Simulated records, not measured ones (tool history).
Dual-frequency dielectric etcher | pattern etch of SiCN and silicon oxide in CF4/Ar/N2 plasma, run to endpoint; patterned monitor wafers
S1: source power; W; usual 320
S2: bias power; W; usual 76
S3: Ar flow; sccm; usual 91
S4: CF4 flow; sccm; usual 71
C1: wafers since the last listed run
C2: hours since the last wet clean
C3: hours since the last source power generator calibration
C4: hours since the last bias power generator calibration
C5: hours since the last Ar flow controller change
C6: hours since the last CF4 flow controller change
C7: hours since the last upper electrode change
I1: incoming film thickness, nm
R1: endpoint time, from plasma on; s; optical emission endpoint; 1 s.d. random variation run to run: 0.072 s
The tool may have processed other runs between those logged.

run     day   S1  S2   S3  S4    C1     C2      C3      C4      C5      C6      C7    I1    R1
  1   0.000  320  76   91  71     0   70.9  1377.2  2069.4  3507.0  1555.6  2549.7  8.93  14.8
  2   4.688  260  76   91  71  1247  183.4  1489.7  2181.9  3619.5  1668.1  2662.2  8.96  17.2
  3   7.075  320  76   91  71   635  240.7  1547.0  2239.2  3676.8  1725.4  2719.5  9.06  14.9
      8.883  -- bias power generator calibrated
     14.612  -- upper electrode replaced
  4  15.158  320  76   91  71  1841  434.7  1741.0   150.6  3870.8  1919.4    13.1  8.90  14.3
  5  18.000  320  76   91  71   756  502.9  1809.2   218.8  3939.0  1987.6    81.3  8.88  14.1
     19.062  -- wet clean of the chamber
  6  20.996  320  76  107  65   531   46.4  1881.1   290.7  4010.9  2059.5   153.2  8.97  15.8
  7  24.454  320  76  107  65   920  129.4  1964.1   373.7  4093.9  2142.5   236.2  9.00  15.6
  8  26.779  320  76   70  86   618  185.2  2019.9   429.5  4149.7  2198.3   292.0  9.04  13.9
     27.258  -- Ar flow controller replaced
  9  29.154  320  76   71  71   565  242.2  2076.9   486.5    45.5  2255.3   349.0  9.07  14.3
 10  31.617  260  76   91  54   655  301.3  2136.0   545.6   104.6  2314.4   408.1  8.89  17.7
     34.412  -- source power generator calibrated
 11  34.433  320  76   85  71   705  368.9     0.5   613.2   172.2  2382.0   475.7  9.07  14.2
 12  35.721  360  83   68  86   342  399.8    31.4   644.1   203.1  2412.9   506.6  9.04  11.7
 13  37.133  250  81   91  71   376  433.7    65.3   678.0   237.0  2446.8   540.5  9.00  17.2
     39.492  -- CF4 flow controller replaced
     40.700  -- wet clean of the chamber
 14  40.721  290  83   69  60   622    0.5   151.4   764.1   323.1    29.5   626.6  8.96  15.4
 15  42.854  360  76   91  71   567   51.7   202.6   815.3   374.3    80.7   677.8  9.04  13.6
 16  44.158  320  76   91  71   347   83.0   233.9   846.6   405.6   112.0   709.1  9.08  15.0
 17  45.208  390  76  104  71   279  108.2   259.1   871.8   430.8   137.2   734.3  9.04  13.1
 18  46.812  320  76   91  71   427  146.7   297.6   910.3   469.3   175.7   772.8  9.07  14.8
 19  48.238  350  82   72  59   379  180.9   331.8   944.5   503.5   209.9   807.0  9.02  13.1
 20  49.838  370  64   91  71   425  219.3   370.2   982.9   541.9   248.3   845.4  8.94  13.5
 21  52.104  320  76   91  71   603  273.7   424.6  1037.3   596.3   302.7   899.8  9.07  14.6
 22  53.121  260  83   80  71   270  298.1   449.0  1061.7   620.7   327.1   924.2  8.97  16.3
 23  54.142  320  76   91  71   271  322.6   473.5  1086.2   645.2   351.6   948.7  9.09  14.8
 24  56.629  320  89   91  71   662  382.3   533.2  1145.9   704.9   411.3  1008.4  9.11  13.9

Consider 4 possible next runs. They are alternatives, not a sequence: every one starts from the tool as it was left by run 24. What does each give?
  A  56.646  320  76  91  71   4  382.7  533.6  1146.3  705.3  411.7  1008.8  8.92   ?
  B  56.646  320  59  91  57   4  382.7  533.6  1146.3  705.3  411.7  1008.8  8.92   ?
  C  56.646  290  58  77  84   4  382.7  533.6  1146.3  705.3  411.7  1008.8  8.92   ?
  D  56.646  320  60  69  71   4  382.7  533.6  1146.3  705.3  411.7  1008.8  8.92   ?

run    R1
  A  14.3
  B  15.8
  C  15.6
  D  14.3
The same runs, with their run-to-run variation unchanged, on a tool lacking any hidden condition would have given:
run    R1
  A  14.7
  B  16.2
  C  16.0
  D  14.7
